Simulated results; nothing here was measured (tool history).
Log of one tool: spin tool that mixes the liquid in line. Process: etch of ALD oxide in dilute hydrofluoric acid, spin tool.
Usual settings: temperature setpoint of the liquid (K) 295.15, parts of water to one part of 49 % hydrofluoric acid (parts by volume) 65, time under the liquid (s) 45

run   hour  temperature setpoint of the liquid (K)  parts of water to one part of 49 % hydrofluoric acid (parts by volume)  time under the liquid (s)  read-back film thickness of the ALD oxide reference wafer, read on the same gauge (nm)  thickness taken off the ALD oxide on a monitor wafer (Å)
  1    0.0                                  295.15                                                                      45                         50                                                                                   80.04                                                     188.7
  2   36.4                                  295.15                                                                      45                         50                                                                                   80.00                                                     188.6
  3   43.1                                  295.15                                                                      45                         50                                                                                   80.00                                                     187.4
      44.7  -- gauge calibrated
  4   53.3                                  295.15                                                                      55                         45                                                                                   80.02                                                     137.8
  5   60.2                                  295.15                                                                      65                         45                                                                                   80.01                                                     114.2
  6   72.9                                  292.15                                                                      75                         45                                                                                   80.01                                                      86.0
  7   84.7                                  292.15                                                                      75                         45                                                                                   79.98                                                      86.6
  8   91.6                                  295.15                                                                      65                         45                                                                                   79.99                                                     114.4
  9  105.9                                  295.15                                                                      65                         45                                                                                   79.96                                                     114.3
 10  122.0                                  296.65                                                                      65                         45                                                                                   80.01                                                     121.8
 11  132.8                                  295.15                                                                      65                         45                                                                                   80.01                                                     114.2
 12  141.6                                  295.15                                                                      65                         45                                                                                   80.06                                                     113.7
 13  147.9                                  295.15                                                                      65                         45                                                                                   80.02                                                     114.1
 14  159.7                                  295.15                                                                      65                         45                                                                                   80.03                                                     113.4
 15  176.1                                  295.15                                                                      65                         45                                                                                   79.96                                                     113.3
     184.9  -- thermometer replaced
 16  188.6                                  292.15                                                                      65                         45                                                                                   80.01                                                     100.4
     196.0  -- hydrofluoric acid flow meter replaced
 17  198.1                                  297.65                                                                      65                         45                                                                                   80.02                                                     132.8
 18  210.0                                  297.65                                                                      65                         45                                                                                   80.01                                                     133.2
 19  217.2                                  299.15                                                                      90                         50                                                                                   80.00                                                     108.4
 20  232.0                                  295.15                                                                      65                         45                                                                                   80.01                                                     120.3
 21  249.3                                  293.15                                                                      85                         30                                                                                   79.96                                                      54.6
 22  258.7                                  290.65                                                                      65                         65                                                                                   80.05                                                     143.7
 23  267.1                                  295.15                                                                      75                         45                                                                                   80.01                                                     102.7
 24  284.0                                  295.15                                                                      65                         50                                                                                   80.04                                                     131.8
 25  297.0                                  293.65                                                                      75                         45                                                                                   79.99                                                      96.5
     297.2  -- gauge calibrated
 26  308.9                                  296.65                                                                      85                         45                                                                                   79.98                                                      94.5
 27  322.8                                  295.15                                                                      65                         45                                                                                   80.00                                                     119.0
 28  338.0                                  295.15                                                                      50                         65                                                                                   79.98                                                     229.9
 29  345.5                                  295.15                                                                      65                         65                                                                                   80.01                                                     170.7
 30  358.6                                  295.15                                                                      65                         45                                                                                   79.99                                                     117.7
 31  372.9                                  295.15                                                                      65                         45                                                                                   79.96                                                     117.9
 32  380.1                                  295.15                                                                      65                         45                                                                                   80.02                                                     119.4
 33  388.1                                  292.65                                                                      40                         45                                                                                   80.01                                                     180.0
 34  426.7                                  293.65                                                                      75                         55                                                                                   79.98                                                     115.9
 35  442.6                                  295.15                                                                      65                         45                                                                                   79.99                                                     116.8
 36  457.7                                  291.65                                                                      45                         45                                                                                   80.02                                                     151.0

3 ways to go on from here, each from the tool as it stands after run 36. What would each give?
  A  458.1                                  295.15                                                                      65                         45                                                                                       ?                                                         ?
  B  458.1                                  291.65                                                                      95                         45                                                                                       ?                                                         ?
  C  458.1                                  296.65                                                                      45                         60                                                                                       ?                                                         ?

run  read-back film thickness of the ALD oxide reference wafer, read on the same gauge (nm)  thickness taken off the ALD oxide on a monitor wafer (Å)
  A                                                                                   80.03                                                     117.7
  B                                                                                   80.03                                                      67.2
  C                                                                                   80.03                                                     247.6
Without the tool's hidden state the same runs would have given:
run  thickness taken off the ALD oxide on a monitor wafer (Å)
  A                                                     120.3
  B                                                      68.7
  C                                                     252.8
